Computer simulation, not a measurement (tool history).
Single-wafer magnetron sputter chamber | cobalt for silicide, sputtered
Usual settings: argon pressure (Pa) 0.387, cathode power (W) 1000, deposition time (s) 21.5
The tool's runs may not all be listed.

| run | hour | argon pressure (Pa) | cathode power (W) | deposition time (s) | read-back reference wafer on the same gauge, thickness_nm | mean film thickness on the monitor wafer (nm) |
|---|---|---|---|---|---|---|
| 1 | 0 | 0.387 | 1000 | 21.5 | 12.105 | 10.082 |
| 2 | 43.4 | 0.387 | 1000 | 21.5 | 12.081 | 10.049 |
| 3 | 103.7 | 0.387 | 1000 | 21.5 | 12.122 | 10.049 |
| 4 | 140.3 | 0.387 | 1000 | 21.5 | 12.094 | 10.119 |
|  | 174.1 | sputter target and shields replaced |
| 5 | 228.3 | 0.387 | 1000 | 21.5 | 12.106 | 10.121 |
| 6 | 332.3 | 0.387 | 1000 | 21.5 | 12.109 | 10.181 |
| 7 | 431.2 | 0.387 | 1000 | 23.4 | 12.103 | 11.104 |
| 8 | 528.7 | 0.387 | 1150 | 21.5 | 12.1 | 11.652 |
| 9 | 605.1 | 0.387 | 850 | 21.5 | 12.108 | 8.643 |
| 10 | 669.5 | 0.304 | 900 | 23.4 | 12.104 | 10.242 |
|  | 701.7 | capacitance manometer re-zeroed and calibrated |
|  | 895.6 | sputter target and shields replaced |
| 11 | 952.4 | 0.387 | 1000 | 21.5 | 12.081 | 10.099 |
| 12 | 1014.3 | 0.387 | 1000 | 21.5 | 12.102 | 10.093 |
| 13 | 1093.4 | 0.322 | 1000 | 21.5 | 12.102 | 10.316 |
| 14 | 1140.4 | 0.319 | 1250 | 18.1 | 12.111 | 10.815 |
| 15 | 1229.8 | 0.437 | 800 | 17.9 | 12.1 | 6.684 |
| 16 | 1312.4 | 0.339 | 1100 | 21.5 | 12.095 | 11.362 |
|  | 1370 | gauge calibrated |
| 17 | 1396.2 | 0.461 | 750 | 21.5 | 12.088 | 7.425 |
| 18 | 1443.5 | 0.387 | 1000 | 21.5 | 12.094 | 10.109 |
|  | 1521.5 | sputter target and shields replaced |
| 19 | 1524.5 | 0.437 | 800 | 17.9 | 12.096 | 6.67 |
| 20 | 1606.2 | 0.505 | 1200 | 21.5 | 12.091 | 11.853 |
| 21 | 1652.5 | 0.387 | 1000 | 19.1 | 12.101 | 9.109 |
|  | 1685.3 | magnet pack replaced |
| 22 | 1723.6 | 0.466 | 1000 | 21.5 | 12.093 | 9.896 |
| 23 | 1826.3 | 0.387 | 1000 | 21.5 | 12.1 | 10.174 |
| 24 | 1890.4 | 0.271 | 1000 | 21.5 | 12.099 | 10.512 |
| 25 | 1978.3 | 0.387 | 1000 | 21.5 | 12.1 | 10.044 |
| 26 | 2076.6 | 0.387 | 1000 | 21.5 | 12.099 | 10.214 |
| 27 | 2174.5 | 0.387 | 1000 | 21.5 | 12.092 | 10.173 |
| 28 | 2215.5 | 0.387 | 1100 | 21.5 | 12.108 | 11.068 |
| 29 | 2265 | 0.482 | 1000 | 21.5 | 12.101 | 9.766 |
|  | 2276.2 | sputter target and shields replaced |
| 30 | 2360.8 | 0.387 | 900 | 19.9 | 12.101 | 8.571 |
| 31 | 2450.7 | 0.387 | 1000 | 21.5 | 12.101 | 10.156 |
| 32 | 2489.1 | 0.387 | 1000 | 21.5 | 12.091 | 10.115 |
| 33 | 2574.7 | 0.321 | 1250 | 23.5 | 12.111 | 14.044 |
|  | 2603.7 | capacitance manometer re-zeroed and calibrated |
| 34 | 2670.8 | 0.427 | 1200 | 18.8 | 12.107 | 10.614 |

5 ways to go on from here, each from the tool as it stands after run 34. What would each give?
| A | 2671.2 | 0.312 | 1000 | 21.5 | ? | ? |
| B | 2671.2 | 0.387 | 950 | 24.5 | ? | ? |
| C | 2671.2 | 0.242 | 1000 | 21.5 | ? | ? |
| D | 2671.2 | 0.257 | 800 | 18 | ? | ? |
| E | 2671.2 | 0.387 | 1000 | 19.9 | ? | ? |

| run | read-back reference wafer on the same gauge, thickness_nm | mean film thickness on the monitor wafer (nm) |
|---|---|---|
| A | 12.089 | 10.207 |
| B | 12.089 | 10.811 |
| C | 12.089 | 10.419 |
| D | 12.089 | 6.948 |
| E | 12.089 | 9.243 |
Without the tool's hidden state the same runs would have given:
| run | mean film thickness on the monitor wafer (nm) |
|---|---|
| A | 10.207 |
| B | 10.811 |
| C | 10.419 |
| D | 6.948 |
| E | 9.243 |
